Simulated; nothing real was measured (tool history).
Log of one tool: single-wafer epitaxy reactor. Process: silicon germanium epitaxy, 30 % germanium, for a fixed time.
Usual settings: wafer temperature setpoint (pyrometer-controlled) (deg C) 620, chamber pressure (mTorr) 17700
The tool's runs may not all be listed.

run	hour	wafer temperature setpoint (pyrometer-controlled) (deg C)	chamber pressure (mTorr)	wafers since the last listed run	hours since the last pyrometer calibration	hours since the last manometer calibration	hours since the showerhead was replaced	hours since the gauge calibration	read-back reference wafer on the same gauge, thickness_nm	mean film thickness on the monitor wafer (angstrom)
1	0	620	20900	0	360.9	783.9	5745.2	683	84.386	878.51
2	158.1	620	20900	2807	519	942	5903.3	841.1	84.355	877.98
3	196	620	17700	673	556.9	979.9	5941.2	879	84.405	798.07
# hour 224: capacitance manometer re-zeroed and calibrated
4	244.7	620	17700	722	605.6	20.7	5989.9	927.7	84.425	802.51
5	315.2	609	17700	1251	676.1	91.2	6060.4	998.2	84.385	676.34
6	372.5	609	17700	1017	733.4	148.5	6117.7	1055.5	84.404	678.13
7	428.7	629	17700	997	789.6	204.7	6173.9	1111.7	84.399	916.08
8	493.2	631	17700	1145	854.1	269.2	6238.4	1176.2	84.407	949
# hour 557.8: gauge calibrated
# hour 643.2: pyrometer calibrated
9	688	631	17700	3317	44.8	464	6433.2	130.2	84.391	972.99
10	755.1	620	17700	1191	111.9	531.1	6500.3	197.3	84.427	813.32
11	848.3	620	17700	1655	205.1	624.3	6593.5	290.5	84.349	809.07
12	886.8	635	19900	683	243.6	662.8	6632	329	84.401	1076.13
13	967.2	610	13500	1427	324	743.2	6712.4	409.4	84.358	590.26
14	1040.2	624	14500	1296	397	816.2	6785.4	482.4	84.4	766.21
15	1100.9	629	15500	1077	457.7	876.9	6846.1	543.1	84.41	856.45
16	1150.6	620	17700	882	507.4	926.6	6895.8	592.8	84.426	797.83
# hour 1162.3: capacitance manometer re-zeroed and calibrated
17	1247.4	620	17700	1576	604.2	85.1	6992.6	689.6	84.377	794.8
18	1327.7	615	17700	1425	684.5	165.4	7072.9	769.9	84.427	741.58
# hour 1365.6: showerhead replaced
19	1373.6	614	19800	673	730.4	211.3	8	815.8	84.407	769.73
20	1435.2	624	17700	1093	792	272.9	69.6	877.4	84.398	851.38
21	1535	626	15600	1772	891.8	372.7	169.4	977.2	84.344	812.77
22	1605.2	631	14900	1246	962	442.9	239.6	1047.4	84.411	855.61
# hour 1690.7: pyrometer calibrated
23	1709.2	627	14700	1704	18.5	546.9	343.6	1151.4	84.454	812.94

Some steps in mean film thickness on the monitor wafer (angstrom) between neighbouring runs. How much of each would the tool show without its hidden state too (settings, what came in, random variation), and how much is left for the hidden state, with any gauge scatter that isn't in both results?
The hidden state here: wafer temperature above the value expected at the setpoint (K); true pressure above the setpoint (%); gauge reads high (%).
Run 8 -> 9: gauge calibrated, pyrometer calibrated. mean film thickness on the monitor wafer (angstrom) +23.99: hidden state +19.03, all else +4.96.
Run 11 -> 12: wafer temperature setpoint (pyrometer-controlled) (deg C) 620 -> 635, chamber pressure (mTorr) 17700 -> 19900. mean film thickness on the monitor wafer (angstrom) +267.06: hidden state -5.12, all else +272.18.
Run 12 -> 13: wafer temperature setpoint (pyrometer-controlled) (deg C) 635 -> 610, chamber pressure (mTorr) 19900 -> 13500. mean film thickness on the monitor wafer (angstrom) -485.87: hidden state +4.75, all else -490.62.
Run 22 -> 23: wafer temperature setpoint (pyrometer-controlled) (deg C) 631 -> 627, chamber pressure (mTorr) 14900 -> 14700, pyrometer calibrated. mean film thickness on the monitor wafer (angstrom) -42.67: hidden state +19.55, all else -62.22.

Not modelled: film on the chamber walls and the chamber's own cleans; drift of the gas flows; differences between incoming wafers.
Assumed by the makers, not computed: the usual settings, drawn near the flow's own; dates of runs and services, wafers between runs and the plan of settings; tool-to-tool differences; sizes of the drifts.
